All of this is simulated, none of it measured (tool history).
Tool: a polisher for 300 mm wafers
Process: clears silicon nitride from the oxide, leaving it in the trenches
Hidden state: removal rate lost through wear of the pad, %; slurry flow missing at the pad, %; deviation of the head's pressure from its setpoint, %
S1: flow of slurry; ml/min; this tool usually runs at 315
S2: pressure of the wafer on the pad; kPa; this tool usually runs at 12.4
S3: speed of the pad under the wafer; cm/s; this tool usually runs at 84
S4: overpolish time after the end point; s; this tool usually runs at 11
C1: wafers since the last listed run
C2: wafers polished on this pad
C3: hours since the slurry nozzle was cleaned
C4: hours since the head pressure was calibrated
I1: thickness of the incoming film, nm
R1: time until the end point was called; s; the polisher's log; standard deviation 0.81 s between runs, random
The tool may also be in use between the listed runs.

run 1 hour=0 | S1=360 S2=12.4 S3=84 S4=11 | C1=0 C2=2619 C3=259.7 C4=118.4 | I1=50.9 | R1=90
run 2 hour=91.9 | S1=360 S2=12.4 S3=84 S4=11 | C1=793 C2=3413 C3=351.6 C4=210.3 | I1=50.9 | R1=91.1
-- hour=302.5 worn pad replaced by a new one
-- hour=367.5 slurry nozzle cleaned
run 3 hour=415.8 | S1=315 S2=12.4 S3=84 S4=11 | C1=2753 C2=969 C3=48.3 C4=534.2 | I1=50 | R1=91
run 4 hour=476.2 | S1=315 S2=12.4 S3=84 S4=11 | C1=521 C2=1491 C3=108.7 C4=594.6 | I1=50.2 | R1=92.2
run 5 hour=545.6 | S1=315 S2=12.4 S3=84 S4=11 | C1=599 C2=2090 C3=178.1 C4=664 | I1=49.5 | R1=89.9
run 6 hour=614.3 | S1=315 S2=12.4 S3=84 S4=11 | C1=593 C2=2684 C3=246.8 C4=732.7 | I1=50 | R1=92.2
-- hour=842.9 worn pad replaced by a new one
-- hour=844.4 slurry nozzle cleaned
run 7 hour=922.2 | S1=315 S2=12.4 S3=84 S4=11 | C1=2615 C2=676 C3=77.8 C4=1040.6 | I1=49.8 | R1=94.1
run 8 hour=977.6 | S1=315 S2=13.8 S3=84 S4=11 | C1=478 C2=1154 C3=133.2 C4=1096 | I1=49.6 | R1=83.9
run 9 hour=1043.5 | S1=270 S2=12.4 S3=84 S4=11 | C1=569 C2=1723 C3=199.1 C4=1161.9 | I1=50.2 | R1=96.7
-- hour=1076.4 head pressure recalibrated
run 10 hour=1131.9 | S1=270 S2=12.4 S3=84 S4=11 | C1=746 C2=2469 C3=287.5 C4=55.5 | I1=49.9 | R1=88.1
run 11 hour=1173.6 | S1=315 S2=12.4 S3=84 S4=11 | C1=360 C2=2829 C3=329.2 C4=97.2 | I1=49.7 | R1=88.8
run 12 hour=1255.2 | S1=315 S2=12.4 S3=84 S4=11 | C1=704 C2=3534 C3=410.8 C4=178.8 | I1=50 | R1=89
run 13 hour=1343.5 | S1=315 S2=12.4 S3=84 S4=11 | C1=762 C2=4296 C3=499.1 C4=267.1 | I1=49.8 | R1=87.7
run 14 hour=1404.5 | S1=375 S2=12.4 S3=84 S4=9 | C1=526 C2=4823 C3=560.1 C4=328.1 | I1=49.9 | R1=87.2
-- hour=1429.9 worn pad replaced by a new one
run 15 hour=1448 | S1=270 S2=12.4 S3=84 S4=11 | C1=341 C2=156 C3=603.6 C4=371.6 | I1=49.6 | R1=90.4
-- hour=1458.1 slurry nozzle cleaned
run 16 hour=1547 | S1=225 S2=12.4 S3=94 S4=11 | C1=846 C2=1002 C3=88.9 C4=470.6 | I1=49.5 | R1=84.8
run 17 hour=1840.1 | S1=240 S2=12.4 S3=110 S4=8 | C1=2531 C2=3533 C3=382 C4=763.7 | I1=49.9 | R1=76.8
run 18 hour=1890.1 | S1=315 S2=15.2 S3=84 S4=11 | C1=431 C2=3965 C3=432 C4=813.7 | I1=49.5 | R1=74.8
run 19 hour=1943.5 | S1=315 S2=9.7 S3=84 S4=14 | C1=461 C2=4426 C3=485.4 C4=867.1 | I1=49.2 | R1=115.4
-- hour=1948.9 worn pad replaced by a new one
run 20 hour=2008.9 | S1=315 S2=15.9 S3=112 S4=11 | C1=530 C2=517 C3=550.8 C4=932.5 | I1=50.5 | R1=59.6
-- hour=2029.2 slurry nozzle cleaned
-- hour=2089.2 head pressure recalibrated
run 21 hour=2108.3 | S1=315 S2=12.4 S3=84 S4=11 | C1=832 C2=1350 C3=79.1 C4=19.1 | I1=49.7 | R1=87.4
run 22 hour=2212.7 | S1=285 S2=15.2 S3=84 S4=8 | C1=901 C2=2251 C3=183.5 C4=123.5 | I1=50 | R1=73
run 23 hour=2316.4 | S1=315 S2=9 S3=96 S4=15 | C1=895 C2=3147 C3=287.2 C4=227.2 | I1=50.3 | R1=112.6
run 24 hour=2411.8 | S1=280 S2=12.4 S3=60 S4=14 | C1=823 C2=3971 C3=382.6 C4=322.6 | I1=49.6 | R1=109.5
-- hour=2450.6 worn pad replaced by a new one
run 25 hour=2492.8 | S1=315 S2=12.4 S3=84 S4=11 | C1=664 C2=364 C3=463.6 C4=403.6 | I1=50.3 | R1=90.4
run 26 hour=2552.7 | S1=315 S2=12.4 S3=96 S4=14 | C1=517 C2=881 C3=523.5 C4=463.5 | I1=50.3 | R1=81.5
-- hour=2565.1 slurry nozzle cleaned
run 27 hour=2632.4 | S1=315 S2=9 S3=112 S4=11 | C1=679 C2=1561 C3=67.3 C4=543.2 | I1=49.9 | R1=100.2
run 28 hour=2682.8 | S1=315 S2=12.4 S3=108 S4=16 | C1=435 C2=1996 C3=117.7 C4=593.6 | I1=49.7 | R1=74.7
run 29 hour=2732.8 | S1=315 S2=10.3 S3=84 S4=11 | C1=431 C2=2428 C3=167.7 C4=643.6 | I1=50.7 | R1=109.5

Forecast each of these 3 alternatives for the next run:
run A hour=2733.3 | S1=245 S2=12.4 S3=84 S4=11 | C1=4 C2=2432 C3=168.2 C4=644.1 | I1=49.7 | R1=?
run B hour=2733.3 | S1=390 S2=14.5 S3=84 S4=13 | C1=4 C2=2432 C3=168.2 C4=644.1 | I1=49.7 | R1=?
run C hour=2733.3 | S1=375 S2=12.4 S3=98 S4=14 | C1=4 C2=2432 C3=168.2 C4=644.1 | I1=49.7 | R1=?

run=A R1=89.7
run=B R1=73.9
run=C R1=77.7
With the hidden condition removed and each run's random variation left untouched, the same runs would have given:
run=A R1=88.6
run=B R1=73
run=C R1=76.9
